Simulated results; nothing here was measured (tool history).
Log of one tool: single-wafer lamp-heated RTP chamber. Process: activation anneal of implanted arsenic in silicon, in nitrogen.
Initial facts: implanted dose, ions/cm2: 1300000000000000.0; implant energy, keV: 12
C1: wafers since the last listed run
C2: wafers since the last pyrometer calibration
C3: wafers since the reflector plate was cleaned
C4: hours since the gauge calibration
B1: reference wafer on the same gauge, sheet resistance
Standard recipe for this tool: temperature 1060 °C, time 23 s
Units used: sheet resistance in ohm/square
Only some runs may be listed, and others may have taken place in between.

{"run": 1, "hour": 0.0, "temperature": 1060, "time": 23, "C1": 0, "C2": 790, "C3": 790, "C4": 731.8, "B1": 83.07, "sheet resistance": 93.91}
{"run": 2, "hour": 27.8, "temperature": 1060, "time": 23, "C1": 580, "C2": 1370, "C3": 1370, "C4": 759.6, "B1": 82.91, "sheet resistance": 94.38}
{"run": 3, "hour": 58.9, "temperature": 1060, "time": 12, "C1": 649, "C2": 2020, "C3": 2020, "C4": 790.7, "B1": 83.15, "sheet resistance": 103.36}
{"run": 4, "hour": 89.5, "temperature": 1060, "time": 12, "C1": 638, "C2": 2658, "C3": 2658, "C4": 821.3, "B1": 83.12, "sheet resistance": 103.98}
{"run": 5, "hour": 105.9, "temperature": 1060, "time": 12, "C1": 342, "C2": 3001, "C3": 3001, "C4": 837.7, "B1": 83.27, "sheet resistance": 103.4}
{"run": 6, "hour": 127.3, "temperature": 1060, "time": 23, "C1": 446, "C2": 3447, "C3": 3447, "C4": 859.1, "B1": 83.15, "sheet resistance": 93.89}
{"run": 7, "hour": 157.0, "temperature": 1060, "time": 29, "C1": 619, "C2": 4067, "C3": 4067, "C4": 888.8, "B1": 83.09, "sheet resistance": 91.04}
{"run": 8, "hour": 178.5, "temperature": 1060, "time": 29, "C1": 448, "C2": 4516, "C3": 4516, "C4": 910.3, "B1": 83.17, "sheet resistance": 89.93}
{"hour": 189.4, "done": "pyrometer window cleaned and pyrometer calibrated"}
{"run": 9, "hour": 200.5, "temperature": 1060, "time": 29, "C1": 292, "C2": 231, "C3": 4809, "C4": 932.3, "B1": 83.18, "sheet resistance": 90.63}
{"run": 10, "hour": 227.5, "temperature": 1060, "time": 23, "C1": 563, "C2": 794, "C3": 5372, "C4": 959.3, "B1": 82.98, "sheet resistance": 92.39}
{"run": 11, "hour": 259.8, "temperature": 1060, "time": 23, "C1": 674, "C2": 1468, "C3": 6046, "C4": 991.6, "B1": 83.26, "sheet resistance": 92.21}
{"run": 12, "hour": 285.7, "temperature": 1042, "time": 23, "C1": 540, "C2": 2009, "C3": 6587, "C4": 1017.5, "B1": 83.22, "sheet resistance": 97.29}
{"hour": 299.3, "done": "reflector plate cleaned"}
{"run": 13, "hour": 319.3, "temperature": 1042, "time": 23, "C1": 534, "C2": 2544, "C3": 417, "C4": 1051.1, "B1": 83, "sheet resistance": 100.51}
{"run": 14, "hour": 341.6, "temperature": 1042, "time": 23, "C1": 465, "C2": 3009, "C3": 882, "C4": 1073.4, "B1": 83.12, "sheet resistance": 100.07}
{"run": 15, "hour": 358.4, "temperature": 1060, "time": 23, "C1": 350, "C2": 3360, "C3": 1233, "C4": 1090.2, "B1": 83.05, "sheet resistance": 94.3}
{"run": 16, "hour": 378.2, "temperature": 1052, "time": 36, "C1": 413, "C2": 3773, "C3": 1646, "C4": 1110, "B1": 83, "sheet resistance": 90.59}
{"hour": 400.2, "done": "pyrometer window cleaned and pyrometer calibrated"}
{"hour": 405.3, "done": "gauge calibrated"}
{"run": 17, "hour": 409.8, "temperature": 1038, "time": 18, "C1": 492, "C2": 201, "C3": 2139, "C4": 4.5, "B1": 83.08, "sheet resistance": 105.92}
{"run": 18, "hour": 427.3, "temperature": 1060, "time": 27, "C1": 365, "C2": 566, "C3": 2504, "C4": 22, "B1": 83.21, "sheet resistance": 91.59}
{"run": 19, "hour": 458.0, "temperature": 1046, "time": 32, "C1": 640, "C2": 1207, "C3": 3145, "C4": 52.7, "B1": 82.98, "sheet resistance": 94.35}
{"run": 20, "hour": 534.8, "temperature": 1060, "time": 23, "C1": 1603, "C2": 2810, "C3": 4748, "C4": 129.5, "B1": 83.1, "sheet resistance": 92.6}
{"run": 21, "hour": 565.2, "temperature": 1086, "time": 29, "C1": 634, "C2": 3445, "C3": 5383, "C4": 159.9, "B1": 83.03, "sheet resistance": 82.78}
{"hour": 573.7, "done": "reflector plate cleaned"}
{"run": 22, "hour": 590.8, "temperature": 1060, "time": 14, "C1": 367, "C2": 3812, "C3": 357, "C4": 185.5, "B1": 83, "sheet resistance": 101.56}
{"hour": 608.9, "done": "pyrometer window cleaned and pyrometer calibrated"}
{"run": 23, "hour": 613.2, "temperature": 1037, "time": 23, "C1": 300, "C2": 90, "C3": 657, "C4": 207.9, "B1": 82.93, "sheet resistance": 102.85}
{"run": 24, "hour": 670.2, "temperature": 1079, "time": 23, "C1": 1189, "C2": 1280, "C3": 1847, "C4": 264.9, "B1": 83.18, "sheet resistance": 88.53}
{"run": 25, "hour": 688.4, "temperature": 1068, "time": 11, "C1": 379, "C2": 1660, "C3": 2227, "C4": 283.1, "B1": 82.95, "sheet resistance": 102.31}
{"run": 26, "hour": 721.8, "temperature": 1034, "time": 23, "C1": 697, "C2": 2357, "C3": 2924, "C4": 316.5, "B1": 83.08, "sheet resistance": 103.06}
{"run": 27, "hour": 751.9, "temperature": 1060, "time": 23, "C1": 628, "C2": 2985, "C3": 3553, "C4": 346.6, "B1": 83.17, "sheet resistance": 92.79}
{"run": 28, "hour": 768.1, "temperature": 1042, "time": 18, "C1": 338, "C2": 3323, "C3": 3891, "C4": 362.8, "B1": 83.12, "sheet resistance": 103.9}
{"run": 29, "hour": 793.1, "temperature": 1060, "time": 23, "C1": 521, "C2": 3845, "C3": 4413, "C4": 387.8, "B1": 82.97, "sheet resistance": 93.06}
{"run": 30, "hour": 822.1, "temperature": 1036, "time": 11, "C1": 605, "C2": 4451, "C3": 5018, "C4": 416.8, "B1": 83, "sheet resistance": 114.38}
{"run": 31, "hour": 839.6, "temperature": 1087, "time": 23, "C1": 365, "C2": 4816, "C3": 5384, "C4": 434.3, "B1": 83.09, "sheet resistance": 85.29}
{"hour": 858.7, "done": "pyrometer window cleaned and pyrometer calibrated"}
{"run": 32, "hour": 860.9, "temperature": 1060, "time": 23, "C1": 277, "C2": 44, "C3": 5661, "C4": 455.6, "B1": 82.99, "sheet resistance": 91.31}
{"hour": 877.6, "done": "reflector plate cleaned"}
{"run": 33, "hour": 889.7, "temperature": 1060, "time": 16, "C1": 434, "C2": 479, "C3": 252, "C4": 484.4, "B1": 83.31, "sheet resistance": 99.86}
{"run": 34, "hour": 910.6, "temperature": 1069, "time": 34, "C1": 436, "C2": 915, "C3": 688, "C4": 505.3, "B1": 83.06, "sheet resistance": 86.64}
{"run": 35, "hour": 931.2, "temperature": 1070, "time": 23, "C1": 430, "C2": 1345, "C3": 1118, "C4": 525.9, "B1": 83.09, "sheet resistance": 90.18}
{"run": 36, "hour": 958.9, "temperature": 1049, "time": 13, "C1": 578, "C2": 1923, "C3": 1697, "C4": 553.6, "B1": 83, "sheet resistance": 106.63}
{"run": 37, "hour": 994.5, "temperature": 1073, "time": 28, "C1": 743, "C2": 2666, "C3": 2440, "C4": 589.2, "B1": 83.27, "sheet resistance": 87.17}

Here are 4 independent what-if runs from the current tool condition. What would each one return?
{"run": "A", "hour": 994.9, "temperature": 1060, "time": 10, "C1": 8, "C2": 2675, "C3": 2448, "C4": 589.6, "B1": "?", "sheet resistance": "?"}
{"run": "B", "hour": 994.9, "temperature": 1060, "time": 19, "C1": 8, "C2": 2675, "C3": 2448, "C4": 589.6, "B1": "?", "sheet resistance": "?"}
{"run": "C", "hour": 994.9, "temperature": 1087, "time": 10, "C1": 8, "C2": 2675, "C3": 2448, "C4": 589.6, "B1": "?", "sheet resistance": "?"}
{"run": "D", "hour": 994.9, "temperature": 1051, "time": 12, "C1": 8, "C2": 2675, "C3": 2448, "C4": 589.6, "B1": "?", "sheet resistance": "?"}

run=A B1=83.3 sheet_resistance=105.85
run=B B1=83.3 sheet_resistance=95.61
run=C B1=83.3 sheet_resistance=96.36
run=D B1=83.3 sheet_resistance=106.4
Had the tool no hidden state, the same runs would have come out as:
run=A sheet_resistance=107.02
run=B sheet_resistance=96.58
run=C sheet_resistance=97.26
run=D sheet_resistance=107.66
